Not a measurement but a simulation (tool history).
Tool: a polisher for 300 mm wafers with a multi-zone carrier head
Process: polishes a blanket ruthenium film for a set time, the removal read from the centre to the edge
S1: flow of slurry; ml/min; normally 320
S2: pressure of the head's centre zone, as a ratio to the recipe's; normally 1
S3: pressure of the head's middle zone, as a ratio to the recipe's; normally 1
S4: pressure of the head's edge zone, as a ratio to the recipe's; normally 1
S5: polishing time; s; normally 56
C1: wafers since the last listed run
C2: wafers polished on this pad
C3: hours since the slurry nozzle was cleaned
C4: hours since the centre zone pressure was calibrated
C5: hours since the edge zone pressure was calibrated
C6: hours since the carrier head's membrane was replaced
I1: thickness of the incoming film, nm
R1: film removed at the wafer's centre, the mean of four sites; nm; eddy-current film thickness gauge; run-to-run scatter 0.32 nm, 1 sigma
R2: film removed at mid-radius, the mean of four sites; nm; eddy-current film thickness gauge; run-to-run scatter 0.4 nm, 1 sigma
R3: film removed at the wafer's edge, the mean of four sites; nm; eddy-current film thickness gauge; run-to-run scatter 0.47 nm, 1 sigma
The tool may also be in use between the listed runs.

run   hour   S1    S2    S3  S4  S5   C1   C2     C3     C4      C5     C6     I1    R1    R2    R3
  1      0  320     1     1   1  56    0   15  568.1  877.5   983.5  457.8  250.9  41.4  40.8  39.9
  2   53.3  320     1     1   1  56  655  670  621.4  930.8  1036.8  511.1    247  41.7  41.9  39.8
  3     68  320     1     1   1  56  180  851  636.1  945.5  1051.5  525.8  248.8  41.3  41.9  40.5
      85.2  -- worn pad replaced by a new one
      87.1  -- edge zone pressure recalibrated
  4   95.2  320     1     1   1  56  261   99  663.3  972.7     8.1    553  250.9  41.5  41.9  41.3
     101.3  -- carrier head's membrane replaced by a new one
  5    109  320     1     1   1  56  108  207  677.1  986.5    21.9    7.7  252.7  41.4  41.6    40
     118.8  -- centre zone pressure recalibrated
  6  121.9  320     1     1   1  56  134  341    690    3.1    34.8   20.6  252.7  41.4  41.3    40
     128.3  -- slurry nozzle cleaned
  7  128.8  320     1     1   1  56   72  413    0.5     10    41.7   27.5    254  41.1  42.1  40.2
  8  138.7  320     1     1   1  56  121  535   10.4   19.9    51.6   37.4  252.1  41.4  42.1  40.6
  9  148.3  245     1     1   1  36  118  653     20   29.5    61.2     47  249.6    26  26.4  25.6
       159  -- worn pad replaced by a new one
 10  160.7  250     1     1   1  56  103   21   32.4   41.9    73.6   59.4  254.6  40.8  40.7  39.7
 11  167.9  255  1.03  1.11   1  56   88  110   39.6   49.1    80.8   66.6  246.8  42.3  44.9  40.6
 12  176.8  320     1     1   1  56  109  219   48.5     58    89.7   75.5  249.4  41.5  41.3  40.9
 13  193.4  320     1     1   1  74  204  423   65.1   74.6   106.3   92.1  250.1  54.3    55  52.8
 14  204.5  320     1     1   1  56  136  560   76.2   85.7   117.4  103.2  248.9    41    42  39.9
 15    216  320     1     1   1  56  141  701   87.7   97.2   128.9  114.7  247.2  41.7  41.6  40.5
 16  225.4  220     1     1   1  56  115  816   97.1  106.6   138.3  124.1  250.2  40.6  41.1  39.3

Branching from run 16: 3 alternative next runs. What would each branch give?
  A  225.8  260     1     1     1  56   4  821  97.5  107  138.7  124.5  252.6   ?   ?   ?
  B  225.8  320  0.93  0.89     1  56   4  821  97.5  107  138.7  124.5  252.6   ?   ?   ?
  C  225.8  320     1     1  1.04  74   4  821  97.5  107  138.7  124.5  252.6   ?   ?   ?

run    R1    R2    R3
  A  40.9  40.8  39.3
  B  38.5  37.5  39.8
  C  54.8  54.7  53.5
Had the tool no hidden state, the same runs would have come out as:
run    R1    R2    R3
  A  40.9  40.8  39.3
  B  38.5  37.5  39.8
  C  54.8  54.7  53.5

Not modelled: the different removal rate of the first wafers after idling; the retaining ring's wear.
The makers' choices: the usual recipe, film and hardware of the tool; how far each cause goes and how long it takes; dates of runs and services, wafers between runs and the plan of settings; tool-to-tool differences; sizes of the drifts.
